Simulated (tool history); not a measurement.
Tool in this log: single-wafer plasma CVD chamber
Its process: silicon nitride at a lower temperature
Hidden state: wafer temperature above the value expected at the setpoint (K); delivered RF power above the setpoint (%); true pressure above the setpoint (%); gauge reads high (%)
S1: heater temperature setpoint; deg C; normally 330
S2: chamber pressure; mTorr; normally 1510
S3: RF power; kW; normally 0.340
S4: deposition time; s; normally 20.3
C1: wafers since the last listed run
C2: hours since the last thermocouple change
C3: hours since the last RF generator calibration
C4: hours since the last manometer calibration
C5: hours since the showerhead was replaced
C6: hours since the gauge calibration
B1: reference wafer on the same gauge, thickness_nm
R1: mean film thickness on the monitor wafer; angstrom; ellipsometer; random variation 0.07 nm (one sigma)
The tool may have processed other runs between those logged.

run,hour,S1,S2,S3,S4,C1,C2,C3,C4,C5,C6,B1,R1
1,0.0,330,1510,0.340,20.3,0,2286.9,725.2,351.6,2036.2,2043.5,30.001,265.54
2,44.2,330,1510,0.340,20.3,1356,2331.1,769.4,395.8,2080.4,2087.7,29.997,264.54
3,82.9,330,1510,0.340,17.7,1187,2369.8,808.1,434.5,2119.1,2126.4,30.015,231.32
# hour 179.0: RF generator calibrated
4,183.9,330,1330,0.340,20.3,2854,2470.8,4.9,535.5,2220.1,2227.4,30.008,255.02
5,267.2,330,1330,0.340,20.3,2556,2554.1,88.2,618.8,2303.4,2310.7,29.990,253.60
# hour 288.7: gauge calibrated
6,312.1,330,1510,0.340,23.4,1378,2599.0,133.1,663.7,2348.3,23.4,30.019,307.14
7,400.1,330,1510,0.320,20.3,2700,2687.0,221.1,751.7,2436.3,111.4,29.989,257.44
8,472.0,330,1510,0.320,20.3,2206,2758.9,293.0,823.6,2508.2,183.3,29.985,257.25
9,509.9,330,1510,0.320,20.3,1163,2796.8,330.9,861.5,2546.1,221.2,30.005,257.50
# hour 715.5: capacitance manometer re-zeroed and calibrated
10,753.2,330,1510,0.340,20.3,7221,3040.1,574.2,37.7,2789.4,464.5,30.003,264.12
# hour 838.4: thermocouple changed; heater temperature recalibrated
11,1017.6,316,1290,0.340,22.7,7869,179.2,838.6,302.1,3053.8,728.9,30.001,281.82
# hour 1049.6: RF generator calibrated
12,1121.5,337,1280,0.385,24.3,2943,283.1,71.9,406.0,3157.7,832.8,30.025,319.22
13,1205.5,335,1510,0.365,22.8,2578,367.1,155.9,490.0,3241.7,916.8,29.972,309.36
14,1249.0,321,1710,0.395,21.7,1335,410.6,199.4,533.5,3285.2,960.3,30.022,322.24
# hour 1280.6: showerhead replaced, of another model than before
15,1292.4,334,1510,0.320,20.3,1086,454.0,242.8,576.9,11.8,1003.7,29.997,260.68
16,1341.6,319,1710,0.340,18.5,1509,503.2,292.0,626.1,61.0,1052.9,29.968,258.99
17,1399.3,330,1860,0.340,18.6,1770,560.9,349.7,683.8,118.7,1110.6,29.997,269.47
18,1473.2,330,1510,0.340,20.3,2268,634.8,423.6,757.7,192.6,1184.5,30.000,266.33
19,1533.5,330,1510,0.340,20.3,1850,695.1,483.9,818.0,252.9,1244.8,29.985,267.88
20,1580.6,330,1510,0.340,20.3,1445,742.2,531.0,865.1,300.0,1291.9,29.986,268.31
21,1658.8,330,1510,0.340,20.3,2400,820.4,609.2,943.3,378.2,1370.1,29.981,268.95
22,1755.4,316,1510,0.340,20.3,2964,917.0,705.8,1039.9,474.8,1466.7,29.997,269.99
# hour 1829.3: capacitance manometer re-zeroed and calibrated
23,1845.8,330,1510,0.340,17.8,2528,1007.4,796.2,16.5,565.2,1557.1,29.998,230.63
24,1907.4,321,1510,0.340,20.3,1890,1069.0,857.8,78.1,626.8,1618.7,30.003,264.26
# hour 1955.4: RF generator calibrated
25,1969.2,318,1800,0.285,22.3,1651,1130.8,13.8,139.9,688.6,1680.5,30.000,300.20
26,2061.0,337,1280,0.385,24.3,2817,1222.6,105.6,231.7,780.4,1772.3,29.999,298.52
27,2133.9,330,1860,0.340,18.6,2237,1295.5,178.5,304.6,853.3,1845.2,29.991,266.47
28,2234.4,330,1510,0.365,20.3,3084,1396.0,279.0,405.1,953.8,1945.7,30.011,270.46

Here are 4 independent what-if runs from the current tool condition. What would each one return?
A,2234.8,330,1360,0.340,20.3,12,1396.4,279.4,405.5,954.2,1946.1,?,?
B,2234.8,322,1670,0.300,21.8,12,1396.4,279.4,405.5,954.2,1946.1,?,?
C,2234.8,315,1310,0.340,22.8,12,1396.4,279.4,405.5,954.2,1946.1,?,?
D,2234.8,330,1510,0.405,19.1,12,1396.4,279.4,405.5,954.2,1946.1,?,?

run,B1,R1
A,30.000,249.60
B,30.000,287.84
C,30.000,275.60
D,30.000,263.23
What these runs would have given with no unlogged condition in the tool:
run,R1
A,249.55
B,287.79
C,275.54
D,263.18

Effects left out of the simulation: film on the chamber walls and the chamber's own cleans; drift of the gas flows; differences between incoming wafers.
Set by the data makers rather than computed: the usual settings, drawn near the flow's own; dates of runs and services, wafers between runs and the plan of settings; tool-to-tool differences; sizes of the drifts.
